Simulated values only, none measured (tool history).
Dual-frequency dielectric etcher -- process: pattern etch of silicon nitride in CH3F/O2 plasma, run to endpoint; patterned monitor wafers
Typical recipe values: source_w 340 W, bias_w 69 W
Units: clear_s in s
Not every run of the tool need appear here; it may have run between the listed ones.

run,day,source_w,bias_w,wafers since the last listed run,hours since the last wet clean,hours since the last source power generator calibration,hours since the last bias power generator calibration,hours since the last upper electrode change,"incoming incoming film thickness, nm",clear_s
1,0.000,340,69,0,392.2,2609.3,3505.0,2215.8,108.1,144.2
2,1.367,340,69,158,425.0,2642.1,3537.8,2248.6,108.7,144.7
3,2.362,340,69,115,448.9,2666.0,3561.7,2272.5,108.3,144.4
4,3.025,340,69,77,464.8,2681.9,3577.6,2288.4,108.4,143.5
5,4.350,340,69,154,496.6,2713.7,3609.4,2320.2,108.1,143.4
# day 5.946: wet clean of the chamber
6,5.967,340,69,71,0.5,2752.5,3648.2,2359.0,109.5,150.7
7,5.983,340,69,1,0.9,2752.9,3648.6,2359.4,109.4,150.7
8,6.488,320,69,58,13.0,2765.0,3660.7,2371.5,108.2,152.3
9,8.567,320,69,241,62.9,2814.9,3710.6,2421.4,108.5,152.8
10,9.588,340,69,118,87.4,2839.4,3735.1,2445.9,108.6,148.7
11,12.304,340,69,315,152.6,2904.6,3800.3,2511.1,109.5,149.6
12,13.733,340,69,166,186.9,2938.9,3834.6,2545.4,108.6,147.2
13,15.217,340,69,172,222.5,2974.5,3870.2,2581.0,108.6,147.0
# day 16.300: bias power generator calibrated
14,16.321,340,69,109,249.0,3001.0,0.5,2607.5,108.7,146.0
15,16.796,340,69,55,260.4,3012.4,11.9,2618.9,108.7,146.6
# day 18.150: upper electrode replaced
16,18.171,340,69,43,293.4,3045.4,44.9,0.5,110.4,149.0
17,19.346,370,82,136,321.6,3073.6,73.1,28.7,107.6,131.2
18,20.058,400,76,82,338.7,3090.7,90.2,45.8,108.9,133.2
19,20.850,310,81,92,357.7,3109.7,109.2,64.8,108.2,140.6
20,21.762,340,69,106,379.6,3131.6,131.1,86.7,107.0,143.4
21,22.767,340,69,116,403.7,3155.7,155.2,110.8,108.1,144.2
22,23.508,340,69,86,421.5,3173.5,173.0,128.6,109.1,145.5
23,24.208,340,69,81,438.3,3190.3,189.8,145.4,108.7,144.3
# day 25.900: source power generator calibrated
# day 26.158: wet clean of the chamber
24,28.567,340,69,457,57.8,64.0,294.4,250.0,108.2,149.7
25,29.183,320,75,71,72.6,78.8,309.2,264.8,108.5,147.2
26,30.567,340,59,160,105.8,112.0,342.4,298.0,109.0,160.1
27,31.554,340,80,114,129.5,135.7,366.1,321.7,109.8,141.5
28,32.733,340,64,137,157.8,164.0,394.4,350.0,108.8,154.0
29,33.358,340,83,72,172.8,179.0,409.4,365.0,108.6,136.8
30,34.104,290,85,86,190.7,196.9,427.3,382.9,108.2,143.4
31,34.838,340,69,85,208.3,214.5,444.9,400.5,108.2,147.8
32,35.975,380,61,132,235.6,241.8,472.2,427.8,107.9,149.2

5 ways to go on from here, each from the tool as it stands after run 32. What would each give?
A,35.996,340,69,2,236.1,242.3,472.7,428.3,108.8,?
B,35.996,300,85,2,236.1,242.3,472.7,428.3,108.8,?
C,35.996,380,56,2,236.1,242.3,472.7,428.3,108.8,?
D,35.996,420,61,2,236.1,242.3,472.7,428.3,108.8,?
E,35.996,310,58,2,236.1,242.3,472.7,428.3,108.8,?

run,clear_s
A,147.7
B,141.0
C,154.8
D,144.3
E,163.9
With no hidden state in the tool, these same runs would have given:
run,clear_s
A,149.4
B,142.6
C,156.6
D,146.0
E,165.8
